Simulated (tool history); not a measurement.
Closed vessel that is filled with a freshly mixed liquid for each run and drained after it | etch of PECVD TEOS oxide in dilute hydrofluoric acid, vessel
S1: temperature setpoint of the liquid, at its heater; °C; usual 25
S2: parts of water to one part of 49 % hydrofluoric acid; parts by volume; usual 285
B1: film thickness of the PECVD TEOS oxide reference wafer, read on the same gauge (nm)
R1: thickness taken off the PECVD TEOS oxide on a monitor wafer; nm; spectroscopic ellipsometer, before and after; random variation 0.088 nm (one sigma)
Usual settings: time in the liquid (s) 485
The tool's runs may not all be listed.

run 1 day=0 | S1=25 S2=335 time_in_the_liquid_(s)=485 | B1=136.34 | R1=20.63
run 2 day=2.129 | S1=25 S2=285 time_in_the_liquid_(s)=485 | B1=136.23 | R1=25.35
run 3 day=3.821 | S1=25 S2=285 time_in_the_liquid_(s)=485 | B1=136.19 | R1=25.36
run 4 day=6.421 | S1=25 S2=285 time_in_the_liquid_(s)=485 | B1=136.06 | R1=25.31
run 5 day=8.088 | S1=25 S2=285 time_in_the_liquid_(s)=485 | B1=136 | R1=25.37
run 6 day=10.762 | S1=25 S2=285 time_in_the_liquid_(s)=485 | B1=135.91 | R1=25.38
run 7 day=12.288 | S1=25 S2=285 time_in_the_liquid_(s)=485 | B1=135.86 | R1=25.36
-- day=12.962 hydrofluoric acid flow meter replaced
run 8 day=15.058 | S1=25 S2=285 time_in_the_liquid_(s)=485 | B1=135.85 | R1=25.36
run 9 day=16.067 | S1=25 S2=285 time_in_the_liquid_(s)=485 | B1=135.8 | R1=25.3
-- day=17.875 thermometer replaced
run 10 day=18.662 | S1=25 S2=390 time_in_the_liquid_(s)=485 | B1=135.74 | R1=16.71
run 11 day=20.642 | S1=25 S2=225 time_in_the_liquid_(s)=485 | B1=135.73 | R1=34.19
run 12 day=23.458 | S1=23.5 S2=285 time_in_the_liquid_(s)=485 | B1=135.66 | R1=23.94
run 13 day=25.979 | S1=23.5 S2=365 time_in_the_liquid_(s)=620 | B1=135.69 | R1=22.18
run 14 day=28.029 | S1=20 S2=325 time_in_the_liquid_(s)=295 | B1=135.62 | R1=10.84
-- day=28.708 gauge calibrated
run 15 day=29.871 | S1=25 S2=285 time_in_the_liquid_(s)=485 | B1=139.03 | R1=25.92
run 16 day=31.271 | S1=23.5 S2=175 time_in_the_liquid_(s)=410 | B1=138.7 | R1=37.54
run 17 day=33.504 | S1=25 S2=195 time_in_the_liquid_(s)=285 | B1=138.26 | R1=24.17
run 18 day=35.529 | S1=25 S2=285 time_in_the_liquid_(s)=485 | B1=137.85 | R1=25.58
run 19 day=38.475 | S1=20 S2=285 time_in_the_liquid_(s)=350 | B1=137.4 | R1=15.42
run 20 day=41.083 | S1=25 S2=155 time_in_the_liquid_(s)=485 | B1=137.05 | R1=53.81

5 ways to go on from here, each from the tool as it stands after run 20. What would each give?
run A day=41.117 | S1=25 S2=285 time_in_the_liquid_(s)=485 | B1=? | R1=?
run B day=41.117 | S1=28 S2=285 time_in_the_liquid_(s)=485 | B1=? | R1=?
run C day=41.117 | S1=26.5 S2=365 time_in_the_liquid_(s)=365 | B1=? | R1=?
run D day=41.117 | S1=30 S2=355 time_in_the_liquid_(s)=410 | B1=? | R1=?
run E day=41.117 | S1=27.5 S2=285 time_in_the_liquid_(s)=485 | B1=? | R1=?

run=A B1=137.11 R1=25.39
run=B B1=137.11 R1=28.12
run=C B1=137.11 R1=14.5
run=D B1=137.11 R1=18.9
run=E B1=137.11 R1=27.65
Without the tool's hidden state the same runs would have given:
run=A R1=25.93
run=B R1=28.72
run=C R1=14.81
run=D R1=19.3
run=E R1=28.24
